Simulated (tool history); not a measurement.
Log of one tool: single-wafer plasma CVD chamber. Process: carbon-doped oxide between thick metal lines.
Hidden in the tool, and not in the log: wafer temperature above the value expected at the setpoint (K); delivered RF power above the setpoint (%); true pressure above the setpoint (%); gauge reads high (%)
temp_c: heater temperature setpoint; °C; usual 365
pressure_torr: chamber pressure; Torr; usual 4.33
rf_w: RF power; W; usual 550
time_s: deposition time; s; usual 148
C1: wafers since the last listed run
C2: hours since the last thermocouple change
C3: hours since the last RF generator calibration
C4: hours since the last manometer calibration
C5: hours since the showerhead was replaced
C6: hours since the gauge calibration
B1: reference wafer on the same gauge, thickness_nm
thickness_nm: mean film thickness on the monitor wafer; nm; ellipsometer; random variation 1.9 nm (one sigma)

run 1 hour=0 | temp_c=365 pressure_torr=4.33 rf_w=550 time_s=148 | C1=0 C2=687.3 C3=347.5 C4=1312 C5=6446.2 C6=295.8 | B1=749.411 | thickness_nm=787.132
run 2 hour=66 | temp_c=365 pressure_torr=4.33 rf_w=550 time_s=148 | C1=551 C2=753.3 C3=413.5 C4=1378 C5=6512.2 C6=361.8 | B1=749.303 | thickness_nm=790.369
run 3 hour=102.4 | temp_c=365 pressure_torr=4.33 rf_w=550 time_s=148 | C1=304 C2=789.7 C3=449.9 C4=1414.4 C5=6548.6 C6=398.2 | B1=749.444 | thickness_nm=789.671
run 4 hour=164.1 | temp_c=365 pressure_torr=4.33 rf_w=550 time_s=148 | C1=515 C2=851.4 C3=511.6 C4=1476.1 C5=6610.3 C6=459.9 | B1=749.083 | thickness_nm=790.032
run 5 hour=234.1 | temp_c=365 pressure_torr=4.33 rf_w=550 time_s=148 | C1=585 C2=921.4 C3=581.6 C4=1546.1 C5=6680.3 C6=529.9 | B1=748.729 | thickness_nm=788.055
run 6 hour=284.9 | temp_c=365 pressure_torr=4.33 rf_w=550 time_s=148 | C1=424 C2=972.2 C3=632.4 C4=1596.9 C5=6731.1 C6=580.7 | B1=748.145 | thickness_nm=789.325
run 7 hour=337.2 | temp_c=365 pressure_torr=5 rf_w=550 time_s=148 | C1=437 C2=1024.5 C3=684.7 C4=1649.2 C5=6783.4 C6=633 | B1=749.781 | thickness_nm=795.403
run 8 hour=399.5 | temp_c=365 pressure_torr=4.33 rf_w=550 time_s=148 | C1=520 C2=1086.8 C3=747 C4=1711.5 C5=6845.7 C6=695.3 | B1=748.44 | thickness_nm=786.469
run 9 hour=456.8 | temp_c=365 pressure_torr=4.33 rf_w=615 time_s=148 | C1=478 C2=1144.1 C3=804.3 C4=1768.8 C5=6903 C6=752.6 | B1=748.333 | thickness_nm=832.19
run 10 hour=519.6 | temp_c=365 pressure_torr=4.33 rf_w=550 time_s=148 | C1=524 C2=1206.9 C3=867.1 C4=1831.6 C5=6965.8 C6=815.4 | B1=748.76 | thickness_nm=787.869
run 11 hour=552.7 | temp_c=372 pressure_torr=4.33 rf_w=550 time_s=148 | C1=276 C2=1240 C3=900.2 C4=1864.7 C5=6998.9 C6=848.5 | B1=748.745 | thickness_nm=774.614
-- hour=571.1 gauge calibrated
run 12 hour=577.1 | temp_c=372 pressure_torr=4.33 rf_w=550 time_s=148 | C1=203 C2=1264.4 C3=924.6 C4=1889.1 C5=7023.3 C6=6 | B1=749.506 | thickness_nm=771.597
-- hour=595.9 capacitance manometer re-zeroed and calibrated
run 13 hour=663 | temp_c=372 pressure_torr=4.33 rf_w=550 time_s=148 | C1=651 C2=1350.3 C3=1010.5 C4=67.1 C5=7109.2 C6=91.9 | B1=749.015 | thickness_nm=773.746
-- hour=694 showerhead replaced
run 14 hour=706.5 | temp_c=365 pressure_torr=4.33 rf_w=550 time_s=148 | C1=296 C2=1393.8 C3=1054 C4=110.6 C5=12.5 C6=135.4 | B1=749.024 | thickness_nm=785.304
run 15 hour=763.1 | temp_c=365 pressure_torr=4.33 rf_w=550 time_s=148 | C1=473 C2=1450.4 C3=1110.6 C4=167.2 C5=69.1 C6=192 | B1=749.542 | thickness_nm=784.532
run 16 hour=791.2 | temp_c=351 pressure_torr=4.67 rf_w=550 time_s=126 | C1=234 C2=1478.5 C3=1138.7 C4=195.3 C5=97.2 C6=220.1 | B1=748.901 | thickness_nm=696.624
run 17 hour=855.6 | temp_c=365 pressure_torr=4.33 rf_w=640 time_s=148 | C1=538 C2=1542.9 C3=1203.1 C4=259.7 C5=161.6 C6=284.5 | B1=748.578 | thickness_nm=848.87
-- hour=878.4 RF generator calibrated
run 18 hour=918.1 | temp_c=365 pressure_torr=4.33 rf_w=550 time_s=148 | C1=455 C2=1605.4 C3=39.7 C4=322.2 C5=224.1 C6=347 | B1=749.986 | thickness_nm=784.253
run 19 hour=968.7 | temp_c=365 pressure_torr=4.33 rf_w=550 time_s=148 | C1=422 C2=1656 C3=90.3 C4=372.8 C5=274.7 C6=397.6 | B1=749.97 | thickness_nm=781.759
run 20 hour=1039 | temp_c=365 pressure_torr=4.33 rf_w=550 time_s=148 | C1=587 C2=1726.3 C3=160.6 C4=443.1 C5=345 C6=467.9 | B1=749.267 | thickness_nm=780.73

Forecast run 21:
-- hour=1074.5 thermocouple changed; heater temperature recalibrated
run 21 hour=1105.7 | temp_c=365 pressure_torr=3.58 rf_w=490 time_s=172 | C1=490 C2=31.2 C3=227.3 C4=509.8 C5=411.7 C6=534.6 | B1=? | thickness_nm=?

{"run 21": {"B1": 749.278, "thickness_nm": 855.317}}
Without the tool's hidden state the same run would have given thickness_nm 855.803 nm.
